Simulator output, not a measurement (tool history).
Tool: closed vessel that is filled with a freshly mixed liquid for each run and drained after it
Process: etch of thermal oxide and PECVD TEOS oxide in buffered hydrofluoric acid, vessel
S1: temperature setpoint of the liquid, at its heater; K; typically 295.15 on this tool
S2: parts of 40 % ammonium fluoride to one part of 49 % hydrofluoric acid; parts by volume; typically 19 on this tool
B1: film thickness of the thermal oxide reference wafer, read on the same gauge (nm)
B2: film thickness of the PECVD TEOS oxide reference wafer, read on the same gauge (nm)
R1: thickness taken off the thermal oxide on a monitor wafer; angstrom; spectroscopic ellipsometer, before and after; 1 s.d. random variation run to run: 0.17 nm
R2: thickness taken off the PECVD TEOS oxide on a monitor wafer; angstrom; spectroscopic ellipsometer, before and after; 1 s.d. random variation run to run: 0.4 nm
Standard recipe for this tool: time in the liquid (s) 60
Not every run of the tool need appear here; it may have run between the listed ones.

run 1 day=0 | S1=299.15 S2=24.5 time_in_the_liquid_(s)=60 | B1=139.99 B2=150.05 | R1=307.7 R2=442
-- day=2.342 gauge calibrated
run 2 day=4.204 | S1=295.15 S2=19 time_in_the_liquid_(s)=60 | B1=139.99 B2=149.97 | R1=297.7 R2=429.9
run 3 day=6.588 | S1=295.15 S2=14 time_in_the_liquid_(s)=85 | B1=140.01 B2=149.98 | R1=574.5 R2=836
run 4 day=10.554 | S1=295.15 S2=19 time_in_the_liquid_(s)=60 | B1=139.98 B2=150 | R1=297.7 R2=423.1
run 5 day=12.558 | S1=291.65 S2=19 time_in_the_liquid_(s)=85 | B1=139.99 B2=150 | R1=349.1 R2=505.8
run 6 day=14.258 | S1=295.15 S2=19 time_in_the_liquid_(s)=60 | B1=139.99 B2=149.95 | R1=301.9 R2=428
run 7 day=17.362 | S1=295.15 S2=26 time_in_the_liquid_(s)=40 | B1=139.98 B2=150.01 | R1=161.8 R2=230.5
run 8 day=21.521 | S1=292.65 S2=14 time_in_the_liquid_(s)=85 | B1=140.01 B2=150.01 | R1=505.8 R2=735.7
run 9 day=24.1 | S1=292.15 S2=15 time_in_the_liquid_(s)=60 | B1=140.01 B2=150.01 | R1=327.5 R2=460
-- day=26.179 thermometer replaced
run 10 day=27.338 | S1=300.15 S2=26 time_in_the_liquid_(s)=95 | B1=140 B2=149.99 | R1=481.5 R2=700.3
run 11 day=31.025 | S1=297.15 S2=22.5 time_in_the_liquid_(s)=30 | B1=139.99 B2=150.02 | R1=141.7 R2=205.4
run 12 day=34.792 | S1=295.15 S2=22.5 time_in_the_liquid_(s)=75 | B1=140.02 B2=150.02 | R1=320.4 R2=465.2
run 13 day=36.379 | S1=298.15 S2=19 time_in_the_liquid_(s)=70 | B1=140 B2=150.02 | R1=399.1 R2=576.4
run 14 day=38.921 | S1=295.15 S2=16.5 time_in_the_liquid_(s)=75 | B1=140.01 B2=150.01 | R1=417.3 R2=612.5
run 15 day=42.438 | S1=295.15 S2=14.5 time_in_the_liquid_(s)=90 | B1=140.01 B2=150.04 | R1=574.3 R2=812.1
run 16 day=45.788 | S1=295.15 S2=11.5 time_in_the_liquid_(s)=60 | B1=140.01 B2=149.96 | R1=483.7 R2=697.9

Run 17, settings as shown, results not yet in. Your forecast:
run 17 day=47.875 | S1=295.15 S2=19 time_in_the_liquid_(s)=40 | B1=? B2=? | R1=? R2=?

Run 17 yielded B1 140.01, B2 149.97, R1 194.9 angstrom, R2 279.7 angstrom.
Take away the tool's hidden state, keep the run-to-run variation as it was, and the same run would have given R1 194.8 angstrom, R2 279.5 angstrom.

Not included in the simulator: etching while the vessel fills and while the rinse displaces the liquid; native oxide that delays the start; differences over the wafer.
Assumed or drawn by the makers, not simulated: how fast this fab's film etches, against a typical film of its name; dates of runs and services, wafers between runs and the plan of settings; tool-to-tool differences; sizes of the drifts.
